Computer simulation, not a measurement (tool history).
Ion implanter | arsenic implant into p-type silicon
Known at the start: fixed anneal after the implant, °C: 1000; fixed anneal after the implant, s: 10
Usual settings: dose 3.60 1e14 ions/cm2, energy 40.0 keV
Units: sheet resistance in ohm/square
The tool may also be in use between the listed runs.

run   hour  dose  energy  wafers since the last listed run  hours since the last dose calibration  hours since the extraction supply was calibrated  hours since the gauge calibration  read-back reference wafer on the same gauge, sheet resistance  sheet resistance
  1    0.0  3.12    40.0                                 0                                 1114.5                                            5913.3                              460.9                                                         208.11            234.83
  2   17.6  3.60    40.0                               539                                 1132.1                                            5930.9                              478.5                                                         208.07            212.37
  3   25.4  3.60    40.0                               239                                 1139.9                                            5938.7                              486.3                                                         207.92            213.27
  4   54.0  3.60    40.0                               877                                 1168.5                                            5967.3                              514.9                                                         208.13            212.52
  5   70.8  3.60    40.0                               515                                 1185.3                                            5984.1                              531.7                                                         207.98            212.45
  6   82.1  3.60    40.0                               346                                 1196.6                                            5995.4                              543.0                                                         208.18            212.48
      98.9  -- extraction supply calibrated
  7   99.4  3.37    43.0                               285                                 1213.9                                               0.5                              560.3                                                         208.15            221.49
  8  111.4  3.37    43.0                               368                                 1225.9                                              12.5                              572.3                                                         208.00            221.71
  9  118.4  3.60    40.0                               214                                 1232.9                                              19.5                              579.3                                                         208.21            212.99
 10  170.6  3.60    40.0                              1601                                 1285.1                                              71.7                              631.5                                                         208.10            212.49
 11  177.9  3.60    40.0                               223                                 1292.4                                              79.0                              638.8                                                         207.92            212.88
 12  186.4  4.17    40.0                               260                                 1300.9                                              87.5                              647.3                                                         208.00            189.36
     197.8  -- gauge calibrated
 13  198.4  4.05    47.0                               368                                 1312.9                                              99.5                                0.6                                                         208.13            189.79
 14  204.7  3.60    45.0                               193                                 1319.2                                             105.8                                6.9                                                         208.08            208.14
 15  220.0  4.52    36.0                               469                                 1334.5                                             121.1                               22.2                                                         208.03            182.28
 16  231.0  4.09    40.0                               337                                 1345.5                                             132.1                               33.2                                                         208.02            193.03
 17  248.8  3.60    40.0                               546                                 1363.3                                             149.9                               51.0                                                         207.98            211.03
 18  265.9  3.60    32.0                               524                                 1380.4                                             167.0                               68.1                                                         207.97            218.33
 19  277.0  3.07    53.0                               340                                 1391.5                                             178.1                               79.2                                                         208.06            230.28
     292.6  -- Faraday cup replaced and dose calibrated
 20  293.1  2.97    53.5                               248                                    0.5                                             194.2                               95.3                                                         207.99            232.65
 21  302.7  4.18    29.5                               294                                   10.1                                             203.8                              104.9                                                         208.05            197.66
 22  316.9  4.25    44.0                               435                                   24.3                                             218.0                              119.1                                                         207.97            184.94
 23  323.4  3.90    45.5                               199                                   30.8                                             224.5                              125.6                                                         207.99            194.61
 24  331.8  2.92    28.5                               257                                   39.2                                             232.9                              134.0                                                         208.00            261.47
 25  340.0  4.61    45.5                               251                                   47.4                                             241.1                              142.2                                                         207.95            171.94
 26  352.0  4.30    44.5                               368                                   59.4                                             253.1                              154.2                                                         208.17            183.16
 27  360.4  3.96    26.5                               257                                   67.8                                             261.5                              162.6                                                         207.93            209.59
 28  377.1  3.60    40.0                               512                                   84.5                                             278.2                              179.3                                                         207.98            212.70
 29  395.0  3.60    40.0                               549                                  102.4                                             296.1                              197.2                                                         207.95            211.93
 30  408.4  4.35    45.5                               411                                  115.8                                             309.5                              210.6                                                         208.00            181.73
 31  418.4  3.60    34.5                               306                                  125.8                                             319.5                              220.6                                                         207.92            216.48
 32  429.2  3.17    29.0                               331                                  136.6                                             330.3                              231.4                                                         207.97            245.36
 33  440.2  3.60    40.0                               337                                  147.6                                             341.3                              242.4                                                         207.94            212.76
 34  456.8  3.60    40.0                               509                                  164.2                                             357.9                              259.0                                                         208.06            212.69
 35  469.2  3.60    40.0                               380                                  176.6                                             370.3                              271.4                                                         207.91            213.16
 36  485.0  3.60    40.0                               484                                  192.4                                             386.1                              287.2                                                         207.98            212.44

Forecast each of these 5 alternatives for the next run:
  A  485.4  3.60    26.5                                12                                  192.8                                             386.5                              287.6                                                              ?                 ?
  B  485.4  3.88    40.0                                12                                  192.8                                             386.5                              287.6                                                              ?                 ?
  C  485.4  3.92    49.0                                12                                  192.8                                             386.5                              287.6                                                              ?                 ?
  D  485.4  3.13    31.0                                12                                  192.8                                             386.5                              287.6                                                              ?                 ?
  E  485.4  3.60    31.0                                12                                  192.8                                             386.5                              287.6                                                              ?                 ?

run  read-back reference wafer on the same gauge, sheet resistance  sheet resistance
  A                                                         207.85            224.37
  B                                                         207.85            199.89
  C                                                         207.85            192.33
  D                                                         207.85            243.33
  E                                                         207.85            219.40
Without the tool's hidden state the same runs would have given:
run  sheet resistance
  A            224.37
  B            199.89
  C            192.33
  D            243.33
  E            219.40
